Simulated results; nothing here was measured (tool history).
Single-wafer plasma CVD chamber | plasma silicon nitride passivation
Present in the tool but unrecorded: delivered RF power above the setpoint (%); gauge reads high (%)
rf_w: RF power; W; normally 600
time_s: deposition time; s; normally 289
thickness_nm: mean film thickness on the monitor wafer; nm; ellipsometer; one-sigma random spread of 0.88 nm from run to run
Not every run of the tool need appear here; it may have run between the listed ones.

run,hour,rf_w,time_s,wafers since the last listed run,hours since the last RF generator calibration,hours since the showerhead was replaced,hours since the gauge calibration,"read-back reference wafer on the same gauge, thickness_nm",thickness_nm
1,0,600,289,0,651.9,2459.3,15.1,359.979,410.329
2,12.9,600,289,100,664.8,2472.2,28,359.969,411.394
3,21.8,600,289,69,673.7,2481.1,36.9,360.107,408.96
4,38.6,550,289,131,690.5,2497.9,53.7,359.975,396.443
5,54.1,550,289,120,706,2513.4,69.2,359.923,397.713
6,66.5,600,261,96,718.4,2525.8,81.6,360.107,369.831
7,83.3,600,261,131,735.2,2542.6,98.4,360.188,369.985
8,100.4,600,289,133,752.3,2559.7,115.5,359.853,409.492
9,108.9,600,289,66,760.8,2568.2,124,360.015,411.449
10,117.7,600,289,68,769.6,2577,132.8,360.056,411.425
11,131.4,600,254,106,783.3,2590.7,146.5,359.974,360.2
12,137.7,600,254,49,789.6,2597,152.8,360.095,361.284
13,154.6,600,302,131,806.5,2613.9,169.7,360.138,428.475
14,172,600,302,135,823.9,2631.3,187.1,359.999,429.207
15,181.3,510,314,72,833.2,2640.6,196.4,359.861,420.952
16,191.7,600,326,81,843.6,2651,206.8,360.035,463.987
17,198.6,600,289,53,850.5,2657.9,213.7,359.969,407.772
18,233.4,710,310,271,885.3,2692.7,248.5,359.879,467.355
# hour 248.7: RF generator calibrated
# hour 254.1: showerhead replaced
19,254.6,710,289,60,5.9,0.5,269.7,359.95,447.82
20,288.9,680,255,267,40.2,34.8,304,359.968,386.497
# hour 297: gauge calibrated
21,304.3,560,253,120,55.6,50.2,7.3,360.113,359.517
22,312,600,289,60,63.3,57.9,15,360.01,418.753
23,324.4,550,236,96,75.7,70.3,27.4,359.993,331.885
24,358.7,645,289,267,110,104.6,61.7,360.048,429.416
25,369,505,308,80,120.3,114.9,72,360.143,418.879
26,385,600,289,124,136.3,130.9,88,360.026,416.873
27,397.9,600,331,100,149.2,143.8,100.9,360.003,477.783
28,404.3,600,289,49,155.6,150.2,107.3,359.94,416.443
29,421,570,243,130,172.3,166.9,124,359.911,344.396

Pick out some run-to-run changes in thickness_nm. Of each, how much would a tool without hidden state show as well, from the settings, what came in and chance, and how much is left for the hidden state and any gauge scatter not in both results compared?
Run 12 -> 13: time_s 254 -> 302. thickness_nm +67.191 nm: hidden state -2.241, all else +69.432.
Run 18 -> 19: time_s 310 -> 289, RF generator calibrated, showerhead replaced. thickness_nm -19.535 nm: hidden state +13.668, all else -33.203.
Run 22 -> 23: rf_w 600 -> 550, time_s 289 -> 236. thickness_nm -86.868 nm: hidden state +0.472, all else -87.34.
Run 23 -> 24: rf_w 550 -> 645, time_s 236 -> 289. thickness_nm +97.531 nm: hidden state -2.116, all else +99.647.
